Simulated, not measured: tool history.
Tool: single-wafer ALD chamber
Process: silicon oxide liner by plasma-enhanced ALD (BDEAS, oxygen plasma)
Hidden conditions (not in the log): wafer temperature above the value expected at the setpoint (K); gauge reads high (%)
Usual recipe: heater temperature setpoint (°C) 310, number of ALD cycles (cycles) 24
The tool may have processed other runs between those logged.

| run | day | heater temperature setpoint (°C) | number of ALD cycles (cycles) | wafers since the last listed run | hours since the last thermocouple change | hours since the gauge calibration | read-back reference wafer on the same gauge, thickness_nm | mean film thickness on the monitor wafer (Å) |
|---|---|---|---|---|---|---|---|---|
| 1 | 0 | 310 | 24 | 0 | 1131 | 275.3 | 1.821 | 21.63 |
| 2 | 1.425 | 310 | 24 | 218 | 1165.2 | 309.5 | 1.819 | 21.83 |
| 3 | 2.762 | 310 | 24 | 205 | 1197.3 | 341.6 | 1.818 | 21.65 |
| 4 | 3.667 | 310 | 24 | 138 | 1219 | 363.3 | 1.82 | 21.62 |
| 5 | 4.558 | 310 | 27 | 136 | 1240.4 | 384.7 | 1.825 | 24.26 |
| 6 | 5.867 | 310 | 27 | 200 | 1271.8 | 416.1 | 1.821 | 24.14 |
| 7 | 7.229 | 313 | 24 | 209 | 1304.5 | 448.8 | 1.82 | 21.74 |
| 8 | 7.858 | 310 | 21 | 96 | 1319.6 | 463.9 | 1.82 | 18.88 |
| 9 | 8.788 | 310 | 24 | 142 | 1341.9 | 486.2 | 1.823 | 21.57 |
| 10 | 9.596 | 310 | 24 | 124 | 1361.3 | 505.6 | 1.82 | 21.59 |
| 11 | 10.325 | 310 | 24 | 112 | 1378.8 | 523.1 | 1.821 | 21.87 |
| 12 | 11.433 | 310 | 22 | 170 | 1405.4 | 549.7 | 1.823 | 19.75 |
| 13 | 12.429 | 310 | 24 | 152 | 1429.3 | 573.6 | 1.821 | 21.65 |
|  | 13.542 | gauge calibrated |
| 14 | 13.883 | 310 | 24 | 223 | 1464.2 | 8.2 | 1.816 | 21.7 |
| 15 | 14.812 | 323 | 24 | 142 | 1486.5 | 30.5 | 1.824 | 21.21 |
| 16 | 15.838 | 301 | 28 | 157 | 1511.1 | 55.1 | 1.818 | 25.58 |
|  | 16.404 | thermocouple changed; heater temperature recalibrated |
| 17 | 16.662 | 310 | 25 | 75 | 6.2 | 74.9 | 1.819 | 22.45 |
| 18 | 17.208 | 303 | 28 | 83 | 19.3 | 88 | 1.823 | 25.29 |
| 19 | 18.608 | 310 | 24 | 215 | 52.9 | 121.6 | 1.82 | 21.63 |
| 20 | 20.079 | 320 | 22 | 225 | 88.2 | 156.9 | 1.823 | 19.57 |
| 21 | 20.825 | 323 | 21 | 114 | 106.1 | 174.8 | 1.823 | 18.55 |
| 22 | 22.158 | 297 | 22 | 204 | 138.1 | 206.8 | 1.819 | 20.28 |
| 23 | 23.6 | 310 | 24 | 221 | 172.7 | 241.4 | 1.82 | 21.64 |
| 24 | 24.179 | 322 | 28 | 88 | 186.6 | 255.3 | 1.824 | 25.01 |

3 options for the next run, each taken on its own from the tool as it stands now. Forecast them:
| A | 24.196 | 310 | 24 | 2 | 187 | 255.7 | ? | ? |
| B | 24.196 | 315 | 21 | 2 | 187 | 255.7 | ? | ? |
| C | 24.196 | 321 | 27 | 2 | 187 | 255.7 | ? | ? |

| run | read-back reference wafer on the same gauge, thickness_nm | mean film thickness on the monitor wafer (Å) |
|---|---|---|
| A | 1.821 | 21.64 |
| B | 1.821 | 18.82 |
| C | 1.821 | 24.01 |
Stripped of hidden state, with their random variation kept, the same runs would have yielded:
| run | mean film thickness on the monitor wafer (Å) |
|---|---|
| A | 21.64 |
| B | 18.82 |
| C | 24.01 |
